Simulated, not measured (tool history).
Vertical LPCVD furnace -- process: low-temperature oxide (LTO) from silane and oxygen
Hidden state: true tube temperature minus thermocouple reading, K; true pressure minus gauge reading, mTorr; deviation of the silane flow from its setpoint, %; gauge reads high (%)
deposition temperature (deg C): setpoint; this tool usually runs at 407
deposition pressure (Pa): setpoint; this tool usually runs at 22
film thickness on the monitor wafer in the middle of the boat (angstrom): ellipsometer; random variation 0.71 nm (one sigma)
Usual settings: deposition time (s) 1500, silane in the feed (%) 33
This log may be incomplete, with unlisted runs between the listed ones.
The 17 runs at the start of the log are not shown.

| run | hour | deposition temperature (deg C) | deposition pressure (Pa) | deposition time (s) | silane in the feed (%) | wafers since the last listed run | hours since the last temperature calibration | hours since the pressure gauge was zeroed | hours since the silane flow controller was replaced | hours since the gauge calibration | read-back reference wafer on the same gauge, thickness | film thickness on the monitor wafer in the middle of the boat (angstrom) |
|---|---|---|---|---|---|---|---|---|---|---|---|---|
| 18 | 848.5 | 396 | 18 | 1320 | 33 | 892 | 477.8 | 483.4 | 3404.2 | 541.6 | 141.82 | 844.8 |
|  | 903.5 | silane flow controller replaced |
| 19 | 904 | 407 | 22 | 1500 | 33 | 472 | 533.3 | 538.9 | 0.5 | 597.1 | 141.93 | 1339.3 |
| 20 | 911.6 | 416 | 22 | 1500 | 33 | 113 | 540.9 | 546.5 | 8.1 | 604.7 | 141.92 | 1465.4 |
| 21 | 974.7 | 419 | 22 | 1500 | 28 | 946 | 604 | 609.6 | 71.2 | 667.8 | 141.88 | 1203.5 |
| 22 | 1031 | 407 | 26.7 | 1500 | 28 | 844 | 660.3 | 665.9 | 127.5 | 724.1 | 141.96 | 1275.6 |
| 23 | 1070.1 | 407 | 22 | 1500 | 33 | 586 | 699.4 | 705 | 166.6 | 763.2 | 141.89 | 1347.7 |
| 24 | 1133 | 397 | 20 | 1200 | 38 | 943 | 762.3 | 767.9 | 229.5 | 826.1 | 142.19 | 1049 |
| 25 | 1203 | 398 | 24.7 | 1500 | 33 | 1049 | 832.3 | 837.9 | 299.5 | 896.1 | 142.07 | 1353 |
| 26 | 1227.2 | 414 | 22 | 1200 | 33 | 362 | 856.5 | 862.1 | 323.7 | 920.3 | 142.12 | 1164.9 |
| 27 | 1285.6 | 407 | 22 | 1500 | 33 | 875 | 914.9 | 920.5 | 382.1 | 978.7 | 142.2 | 1339.4 |
| 28 | 1311.8 | 395 | 22 | 1080 | 31 | 392 | 941.1 | 946.7 | 408.3 | 1004.9 | 141.83 | 771.1 |
| 29 | 1345 | 399 | 18 | 1500 | 27 | 497 | 974.3 | 979.9 | 441.5 | 1038.1 | 141.95 | 742.6 |
| 30 | 1369.4 | 407 | 24.7 | 1500 | 36 | 365 | 998.7 | 1004.3 | 465.9 | 1062.5 | 141.99 | 1689.3 |
| 31 | 1421.7 | 407 | 22 | 1500 | 33 | 784 | 1051 | 1056.6 | 518.2 | 1114.8 | 141.86 | 1338.4 |

Branching from run 31: 4 alternative next runs. What would each branch give?
| A | 1426.5 | 396 | 22 | 1500 | 33 | 71 | 1055.8 | 1061.4 | 523 | 1119.6 | ? | ? |
| B | 1426.5 | 407 | 22 | 1980 | 33 | 71 | 1055.8 | 1061.4 | 523 | 1119.6 | ? | ? |
| C | 1426.5 | 395 | 22 | 1500 | 33 | 71 | 1055.8 | 1061.4 | 523 | 1119.6 | ? | ? |
| D | 1426.5 | 407 | 17.3 | 960 | 33 | 71 | 1055.8 | 1061.4 | 523 | 1119.6 | ? | ? |

| run | read-back reference wafer on the same gauge, thickness | film thickness on the monitor wafer in the middle of the boat (angstrom) |
|---|---|---|
| A | 141.85 | 1176 |
| B | 141.85 | 1763.1 |
| C | 141.85 | 1162.2 |
| D | 141.85 | 675.5 |
Stripped of hidden state, with their random variation kept, the same runs would have yielded:
| run | film thickness on the monitor wafer in the middle of the boat (angstrom) |
|---|---|
| A | 1163.2 |
| B | 1743.8 |
| C | 1149.5 |
| D | 666.1 |
